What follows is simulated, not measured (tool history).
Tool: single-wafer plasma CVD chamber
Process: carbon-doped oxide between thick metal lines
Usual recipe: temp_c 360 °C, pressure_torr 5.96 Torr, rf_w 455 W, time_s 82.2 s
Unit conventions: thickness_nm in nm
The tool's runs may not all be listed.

run     day  temp_c  pressure_torr  rf_w  time_s  read-back reference wafer on the same gauge, thickness_nm  thickness_nm
  1   0.000     360           5.96   455    82.2                                                    319.542       356.601
  2   3.908     360           5.96   455    82.2                                                    318.745       356.228
  3   7.421     360           5.96   455    82.2                                                    318.798       356.803
  4  10.371     360           5.96   455    82.2                                                    318.999       355.690
  5  12.196     360           5.96   455    82.2                                                    318.945       353.852
     17.679  -- capacitance manometer re-zeroed and calibrated
  6  23.421     360           5.96   455    82.2                                                    319.063       353.467
  7  27.404     360           5.96   455    82.2                                                    318.990       351.825
  8  31.338     360           5.96   455    82.2                                                    318.899       352.556
  9  35.475     360           5.96   455    82.2                                                    319.089       352.114
 10  38.088     360           5.96   455    82.2                                                    319.369       351.348
 11  40.000     346           5.96   505    82.2                                                    319.254       401.317
 12  42.900     360           5.30   455    91.5                                                    318.708       384.128
     43.775  -- gauge calibrated
 13  45.275     360           5.30   455    91.5                                                    318.792       384.393
     46.442  -- thermocouple changed; heater temperature recalibrated
     47.079  -- RF generator calibrated
 14  47.458     360           5.96   455    93.3                                                    319.313       414.320
     51.083  -- showerhead replaced
 15  51.104     347           5.96   520    73.3                                                    318.922       379.963
     51.783  -- capacitance manometer re-zeroed and calibrated
 16  55.042     360           5.96   455    82.2                                                    319.012       365.648
 17  58.904     360           6.49   455    72.2                                                    318.742       321.057
 18  62.754     360           5.96   455    82.2                                                    319.174       360.583
 19  67.125     360           4.81   390    67.2                                                    319.156       242.433
 20  71.179     366           7.35   510    96.2                                                    319.316       464.832
 21  75.679     375           6.49   530    74.1                                                    318.491       360.730

5 options for the next run, each taken on its own from the tool as it stands now. Forecast them:
  A  75.696     360           5.96   455    82.2                                                          ?             ?
  B  75.696     360           5.96   455    95.3                                                          ?             ?
  C  75.696     371           5.96   370    82.2                                                          ?             ?
  D  75.696     360           4.94   455    82.2                                                          ?             ?
  E  75.696     355           5.06   400    82.2                                                          ?             ?

run  read-back reference wafer on the same gauge, thickness_nm  thickness_nm
  A                                                    318.781       357.804
  B                                                    318.781       414.453
  C                                                    318.781       276.467
  D                                                    318.781       349.524
  E                                                    318.781       308.927
Without the tool's hidden state the same runs would have given:
run  thickness_nm
  A       365.800
  B       423.716
  C       282.543
  D       357.335
  E       316.323
